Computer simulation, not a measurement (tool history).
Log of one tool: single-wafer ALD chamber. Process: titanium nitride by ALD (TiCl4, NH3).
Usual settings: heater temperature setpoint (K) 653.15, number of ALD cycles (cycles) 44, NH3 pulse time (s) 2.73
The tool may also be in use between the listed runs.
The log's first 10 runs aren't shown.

run,hour,heater temperature setpoint (K),number of ALD cycles (cycles),NH3 pulse time (s),"read-back reference wafer on the same gauge, thickness_nm",mean film thickness on the monitor wafer (nm)
11,755.1,653.15,44,2.73,1.24,1.068
12,855.4,653.15,41,2.73,1.241,0.995
13,924.3,661.15,44,2.07,1.241,1.056
14,972.6,661.15,44,2.07,1.241,1.054
# hour 1028.6: thermocouple changed; heater temperature recalibrated
15,1034.7,653.15,50,3.28,1.241,1.222
16,1124.6,659.15,44,2.11,1.242,1.056
17,1225.8,653.15,48,2.73,1.242,1.166
# hour 1242.1: gauge calibrated
18,1296.2,642.15,44,2.73,1.218,1.035
19,1372.9,643.15,44,2.73,1.22,1.039
# hour 1420.8: showerhead replaced
20,1478.2,653.15,41,2.73,1.223,0.981

Run 21 comes next. What will it give?
21,1552,653.15,44,2.73,?,?

Run 21 gave read-back reference wafer on the same gauge, thickness_nm 1.225, mean film thickness on the monitor wafer (nm) 1.053.
Without the tool's hidden state the same run would have given mean film thickness on the monitor wafer (nm) 1.048.
